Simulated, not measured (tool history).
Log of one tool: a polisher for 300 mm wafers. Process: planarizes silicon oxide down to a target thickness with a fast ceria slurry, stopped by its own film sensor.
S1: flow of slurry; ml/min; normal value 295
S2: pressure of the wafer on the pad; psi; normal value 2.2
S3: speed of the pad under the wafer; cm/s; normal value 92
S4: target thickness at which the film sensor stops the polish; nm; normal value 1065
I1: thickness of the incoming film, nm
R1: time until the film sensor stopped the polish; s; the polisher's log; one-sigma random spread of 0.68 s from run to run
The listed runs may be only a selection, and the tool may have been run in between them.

| run | hour | S1 | S2 | S3 | S4 | I1 | R1 |
|---|---|---|---|---|---|---|---|
| 1 | 0 | 295 | 2.2 | 80 | 1065 | 1849.2 | 88.7 |
| 2 | 52.1 | 295 | 2.2 | 80 | 1065 | 1871.5 | 90.5 |
| 3 | 115 | 295 | 2.2 | 80 | 1065 | 1880.6 | 93.4 |
| 4 | 170.7 | 295 | 2.2 | 92 | 1065 | 1853.8 | 78.2 |
| 5 | 199.1 | 295 | 2.2 | 92 | 1065 | 1880.1 | 82.3 |
| 6 | 236.9 | 295 | 2.2 | 92 | 1065 | 1893.4 | 83.8 |
| 7 | 308.6 | 295 | 2.2 | 92 | 1065 | 1856.2 | 81.1 |
|  | 317.2 | worn pad replaced by a new one |
| 8 | 335.5 | 295 | 2.2 | 92 | 1065 | 1835.9 | 80.8 |
|  | 345.3 | slurry nozzle cleaned |
|  | 362.5 | head pressure recalibrated |
| 9 | 385.3 | 295 | 1.8 | 92 | 1065 | 1882.2 | 100 |
| 10 | 577.1 | 295 | 1.8 | 92 | 1065 | 1870.7 | 98 |
| 11 | 630.2 | 295 | 1.8 | 92 | 1065 | 1866.2 | 100.5 |
|  | 681.4 | slurry nozzle cleaned |
|  | 702.8 | worn pad replaced by a new one |
| 12 | 712 | 295 | 2.2 | 108 | 1065 | 1849 | 66.4 |
| 13 | 749.6 | 295 | 2.2 | 108 | 1065 | 1884.1 | 69.2 |
| 14 | 944 | 295 | 2.2 | 108 | 1065 | 1844.6 | 66.8 |
| 15 | 979.8 | 295 | 2.2 | 92 | 1065 | 1861.8 | 81.7 |
| 16 | 1015.9 | 385 | 2.2 | 118 | 913 | 1867.1 | 74.5 |
|  | 1034.4 | worn pad replaced by a new one |
| 17 | 1049.1 | 295 | 2.2 | 92 | 1065 | 1862.8 | 82.8 |
|  | 1066.2 | head pressure recalibrated |
| 18 | 1075.5 | 220 | 2.2 | 104 | 1065 | 1882.3 | 80.8 |
|  | 1094 | slurry nozzle cleaned |
| 19 | 1135.8 | 240 | 1.5 | 124 | 984 | 1870.3 | 95.9 |
| 20 | 1171.1 | 195 | 2.9 | 62 | 1340 | 1851.4 | 59 |
| 21 | 1206.1 | 395 | 1.8 | 72 | 828 | 1863.2 | 156.5 |
| 22 | 1276.6 | 210 | 2.2 | 92 | 1206 | 1875.6 | 70.6 |
| 23 | 1337.3 | 325 | 2.2 | 92 | 1236 | 1846.7 | 60.3 |
| 24 | 1378.3 | 295 | 2.2 | 92 | 1065 | 1869 | 81.3 |
| 25 | 1434.5 | 295 | 2.2 | 92 | 854 | 1871.3 | 104.8 |
|  | 1441.8 | worn pad replaced by a new one |
| 26 | 1463 | 385 | 2.6 | 124 | 972 | 1831.8 | 54.3 |
|  | 1484.1 | slurry nozzle cleaned |
| 27 | 1498.8 | 345 | 1.5 | 106 | 1065 | 1865.9 | 99.5 |
| 28 | 1533.9 | 360 | 2.2 | 92 | 1065 | 1876.1 | 79.3 |
| 29 | 1580.8 | 295 | 2.2 | 108 | 1065 | 1864.1 | 67.7 |
| 30 | 1618.8 | 230 | 2.2 | 92 | 918 | 1877.5 | 98.3 |
|  | 1813.8 | worn pad replaced by a new one |
|  | 1816.9 | head pressure recalibrated |
| 31 | 1819.5 | 250 | 1.7 | 122 | 976 | 1838.7 | 89.7 |

Measured minus without-hidden-state, run by run (identical run-to-run variation in each term; gauge scatter may differ):
The tool's hidden condition here consists of: removal rate lost through wear of the pad, %; slurry flow missing at the pad, %; deviation of the head's pressure from its setpoint, %.
| run | R1 |
|---|---|
| 1 | +0.6 |
| 2 | +1.1 |
| 3 | +1.8 |
| 4 | +2.2 |
| 5 | +2.7 |
| 6 | +3.4 |
| 7 | +4.4 |
| 8 | +4.9 |
| 9 | +0.6 |
| 10 | +3.1 |
| 11 | +4.1 |
| 12 | +0.6 |
| 13 | +1 |
| 14 | +3 |
| 15 | +4.2 |
| 16 | +3.6 |
| 17 | +5.8 |
| 18 | +7.9 |
| 19 | +0.6 |
| 20 | +0.8 |
| 21 | +1.6 |
| 22 | +2.2 |
| 23 | +1.8 |
| 24 | +3.3 |
| 25 | +5.4 |
| 26 | +2.5 |
| 27 | +0.7 |
| 28 | +0.9 |
| 29 | +1.3 |
| 30 | +2.9 |
| 31 | +6.5 |
